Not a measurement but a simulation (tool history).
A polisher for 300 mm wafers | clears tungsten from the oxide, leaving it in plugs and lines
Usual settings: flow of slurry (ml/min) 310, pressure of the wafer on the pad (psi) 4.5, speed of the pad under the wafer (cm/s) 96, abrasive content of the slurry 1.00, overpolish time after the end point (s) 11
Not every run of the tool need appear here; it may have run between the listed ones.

| run | hour | flow of slurry (ml/min) | pressure of the wafer on the pad (psi) | speed of the pad under the wafer (cm/s) | abrasive content of the slurry | overpolish time after the end point (s) | incoming thickness of the incoming film, nm | time until the end point was called (s) |
|---|---|---|---|---|---|---|---|---|
| 1 | 0.0 | 310 | 4.5 | 96 | 1.00 | 11 | 414.7 | 80.8 |
|  | 35.2 | slurry tank refilled with fresh slurry and peroxide |
| 2 | 35.7 | 310 | 4.5 | 96 | 1.00 | 11 | 414.1 | 82.7 |
| 3 | 87.5 | 310 | 4.5 | 96 | 1.00 | 11 | 414.4 | 79.0 |
| 4 | 129.3 | 310 | 4.5 | 96 | 1.00 | 11 | 415.8 | 80.5 |
|  | 159.6 | worn pad replaced by a new one |
|  | 163.6 | slurry blender recalibrated |
| 5 | 164.1 | 310 | 4.5 | 96 | 1.00 | 11 | 418.0 | 81.5 |
| 6 | 217.2 | 310 | 4.5 | 96 | 1.00 | 11 | 414.3 | 79.8 |
|  | 237.0 | slurry tank refilled with fresh slurry and peroxide |
| 7 | 243.8 | 310 | 4.5 | 96 | 1.00 | 11 | 415.6 | 78.6 |
| 8 | 300.9 | 310 | 4.5 | 96 | 1.00 | 11 | 420.6 | 79.2 |
| 9 | 353.8 | 310 | 4.5 | 96 | 1.00 | 11 | 418.1 | 78.7 |
|  | 358.6 | worn pad replaced by a new one |
|  | 394.3 | slurry nozzle cleaned |
| 10 | 417.3 | 310 | 4.5 | 96 | 1.00 | 11 | 409.9 | 74.9 |
|  | 435.1 | slurry blender recalibrated |
|  | 435.1 | slurry tank refilled with fresh slurry and peroxide |
|  | 437.5 | head pressure recalibrated |
| 11 | 486.2 | 310 | 4.5 | 96 | 1.00 | 11 | 418.2 | 75.5 |
| 12 | 515.3 | 310 | 4.5 | 96 | 1.00 | 11 | 412.3 | 72.6 |
| 13 | 542.4 | 380 | 4.5 | 96 | 0.80 | 11 | 408.2 | 73.5 |
|  | 563.9 | worn pad replaced by a new one |
| 14 | 641.9 | 310 | 4.5 | 96 | 1.00 | 11 | 414.3 | 70.8 |
|  | 646.6 | head pressure recalibrated, repeated, since the last time left the tool worse |
|  | 647.9 | slurry tank refilled with fresh slurry and peroxide |
| 15 | 684.6 | 310 | 3.3 | 66 | 1.20 | 17 | 421.6 | 151.3 |
|  | 732.5 | slurry blender recalibrated |
| 16 | 746.5 | 310 | 3.8 | 96 | 1.20 | 11 | 415.3 | 93.0 |
|  | 759.8 | worn pad replaced by a new one |
| 17 | 805.7 | 225 | 4.5 | 118 | 0.90 | 11 | 423.1 | 71.1 |
|  | 858.9 | slurry tank refilled with fresh slurry and peroxide |
| 18 | 867.0 | 310 | 4.5 | 96 | 1.00 | 8 | 418.0 | 79.4 |
| 19 | 914.3 | 225 | 4.5 | 118 | 0.90 | 11 | 412.9 | 65.6 |
| 20 | 950.4 | 360 | 4.5 | 112 | 1.00 | 11 | 410.2 | 65.9 |
|  | 980.9 | worn pad replaced by a new one |
| 21 | 1018.2 | 310 | 4.5 | 96 | 1.00 | 11 | 413.4 | 79.9 |
|  | 1029.8 | slurry blender recalibrated |
|  | 1041.4 | slurry nozzle cleaned |
|  | 1054.8 | slurry tank refilled with fresh slurry and peroxide |
| 22 | 1065.7 | 255 | 4.5 | 96 | 1.10 | 11 | 411.6 | 77.3 |
| 23 | 1093.2 | 230 | 4.5 | 96 | 1.20 | 11 | 419.8 | 75.6 |
|  | 1110.0 | head pressure recalibrated |
| 24 | 1136.8 | 375 | 3.9 | 96 | 1.00 | 11 | 414.3 | 94.2 |

State the hidden condition of the tool at each of the runs:
removal rate lost through wear of the pad, %: 0 on each run
slurry flow missing at the pad, %: 0 on each run
abrasive missing from the slurry, %: 0 on each run
peroxide lost from the slurry, %: 0 on each run
H1: deviation of the head's pressure from its setpoint, %
| run | H1 |
|---|---|
| 1 | 0.51 |
| 2 | 1.07 |
| 3 | 1.88 |
| 4 | 2.54 |
| 5 | 3.08 |
| 6 | 3.92 |
| 7 | 4.33 |
| 8 | 5.23 |
| 9 | 6.06 |
| 10 | 7.05 |
| 11 | 13.2 |
| 12 | 13.6 |
| 13 | 14.1 |
| 14 | 15.6 |
| 15 | -0.723 |
| 16 | 0.247 |
| 17 | 1.18 |
| 18 | 2.14 |
| 19 | 2.88 |
| 20 | 3.44 |
| 21 | 4.51 |
| 22 | 5.25 |
| 23 | 5.68 |
| 24 | -0.109 |
